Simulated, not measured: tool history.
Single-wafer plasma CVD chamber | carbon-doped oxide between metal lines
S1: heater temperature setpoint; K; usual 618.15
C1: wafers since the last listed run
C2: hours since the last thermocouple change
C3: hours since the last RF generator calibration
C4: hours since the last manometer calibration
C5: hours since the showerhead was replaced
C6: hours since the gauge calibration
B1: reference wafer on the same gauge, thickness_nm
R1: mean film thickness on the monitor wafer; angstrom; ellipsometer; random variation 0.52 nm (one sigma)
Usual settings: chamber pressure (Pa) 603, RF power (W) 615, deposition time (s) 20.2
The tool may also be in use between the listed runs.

{"run": 1, "hour": 0.0, "S1": 618.15, "chamber pressure (Pa)": 603, "RF power (W)": 615, "deposition time (s)": 18.2, "C1": 0, "C2": 1830.5, "C3": 1860.3, "C4": 1070.2, "C5": 6753.9, "C6": 640.3, "B1": 125.975, "R1": 1103.27}
{"run": 2, "hour": 51.3, "S1": 618.15, "chamber pressure (Pa)": 603, "RF power (W)": 615, "deposition time (s)": 18.2, "C1": 1180, "C2": 1881.8, "C3": 1911.6, "C4": 1121.5, "C5": 6805.2, "C6": 691.6, "B1": 125.969, "R1": 1103.35}
{"run": 3, "hour": 116.6, "S1": 618.15, "chamber pressure (Pa)": 603, "RF power (W)": 615, "deposition time (s)": 18.2, "C1": 1503, "C2": 1947.1, "C3": 1976.9, "C4": 1186.8, "C5": 6870.5, "C6": 756.9, "B1": 125.921, "R1": 1100.59}
{"run": 4, "hour": 211.0, "S1": 618.15, "chamber pressure (Pa)": 603, "RF power (W)": 695, "deposition time (s)": 18.0, "C1": 2173, "C2": 2041.5, "C3": 2071.3, "C4": 1281.2, "C5": 6964.9, "C6": 851.3, "B1": 125.965, "R1": 1170.59}
{"run": 5, "hour": 248.5, "S1": 618.15, "chamber pressure (Pa)": 603, "RF power (W)": 615, "deposition time (s)": 19.3, "C1": 863, "C2": 2079.0, "C3": 2108.8, "C4": 1318.7, "C5": 7002.4, "C6": 888.8, "B1": 125.906, "R1": 1165.66}
{"run": 6, "hour": 350.4, "S1": 618.15, "chamber pressure (Pa)": 603, "RF power (W)": 615, "deposition time (s)": 20.2, "C1": 2345, "C2": 2180.9, "C3": 2210.7, "C4": 1420.6, "C5": 7104.3, "C6": 990.7, "B1": 125.807, "R1": 1225.2}
{"hour": 398.4, "done": "capacitance manometer re-zeroed and calibrated"}
{"run": 7, "hour": 425.9, "S1": 618.15, "chamber pressure (Pa)": 603, "RF power (W)": 615, "deposition time (s)": 20.2, "C1": 1553, "C2": 2256.4, "C3": 2286.2, "C4": 27.5, "C5": 7179.8, "C6": 1066.2, "B1": 126.067, "R1": 1224.18}

Run 8 comes next. What will it give?
{"run": 8, "hour": 489.6, "S1": 625.15, "chamber pressure (Pa)": 603, "RF power (W)": 705, "deposition time (s)": 20.2, "C1": 1466, "C2": 2320.1, "C3": 2349.9, "C4": 91.2, "C5": 7243.5, "C6": 1129.9, "B1": "?", "R1": "?"}

B1: 126.130
R1: 1294.51 angstrom
Without the tool's hidden state the same run would have given R1 1348.30 angstrom.

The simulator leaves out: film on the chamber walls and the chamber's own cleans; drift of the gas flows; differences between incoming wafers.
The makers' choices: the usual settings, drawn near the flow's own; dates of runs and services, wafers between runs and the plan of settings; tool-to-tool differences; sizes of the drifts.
